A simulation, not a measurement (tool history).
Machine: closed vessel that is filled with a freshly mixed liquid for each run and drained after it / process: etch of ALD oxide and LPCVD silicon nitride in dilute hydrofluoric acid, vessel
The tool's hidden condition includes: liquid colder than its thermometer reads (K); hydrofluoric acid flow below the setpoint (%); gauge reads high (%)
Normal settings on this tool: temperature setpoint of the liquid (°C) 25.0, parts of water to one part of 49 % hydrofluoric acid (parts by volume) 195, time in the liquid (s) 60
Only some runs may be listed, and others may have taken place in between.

run,hour,temperature setpoint of the liquid (°C),parts of water to one part of 49 % hydrofluoric acid (parts by volume),time in the liquid (s),wafers since the last listed run,hours since the thermometer was replaced,hours since the hydrofluoric acid flow meter was replaced,hours since the gauge calibration,"read-back film thickness of the ALD oxide reference wafer, read on the same gauge (nm)",thickness taken off the ALD oxide on a monitor wafer (nm)
1,0.0,25.0,195,35,0,2044.6,38.6,732.6,69.99,4.77
2,38.1,25.0,195,35,3803,2082.7,76.7,770.7,70.00,4.76
3,82.5,25.0,195,60,4432,2127.1,121.1,815.1,70.03,8.07
4,123.1,25.0,195,60,4053,2167.7,161.7,855.7,70.02,8.16
5,151.8,25.0,195,60,2865,2196.4,190.4,884.4,70.01,7.99
6,199.6,27.5,195,60,4772,2244.2,238.2,932.2,69.99,8.64
# hour 235.5: gauge calibrated
7,269.4,25.0,195,60,6968,2314.0,308.0,33.9,70.01,7.91
8,301.5,25.0,130,60,3204,2346.1,340.1,66.0,69.98,12.81
# hour 324.7: thermometer replaced
# hour 345.4: hydrofluoric acid flow meter replaced, repeated, since the last time left the tool worse
9,354.6,22.5,195,85,5101,29.9,9.2,119.1,69.96,12.47
10,415.2,25.0,195,60,6050,90.5,69.8,179.7,69.98,9.60
11,461.5,22.5,270,60,4622,136.8,116.1,226.0,70.00,5.76
12,499.6,21.0,195,75,3803,174.9,154.2,264.1,70.00,10.27
13,555.7,21.5,150,60,5600,231.0,210.3,320.2,70.00,11.42
14,604.5,26.5,295,35,4872,279.8,259.1,369.0,70.01,3.40
15,650.3,26.5,265,30,4572,325.6,304.9,414.8,70.02,3.35
16,711.7,25.0,195,60,6130,387.0,366.3,476.2,69.98,9.28

Predict the results of run 17:
17,748.5,21.5,260,75,3674,423.8,403.1,513.0,?,?

{"run 17": {"read-back film thickness of the ALD oxide reference wafer, read on the same gauge (nm)": 70.04, "thickness taken off the ALD oxide on a monitor wafer (nm)": 7.15}}
Take away the tool's hidden state, keep the run-to-run variation as it was, and the same run would have given thickness taken off the ALD oxide on a monitor wafer (nm) 7.49.
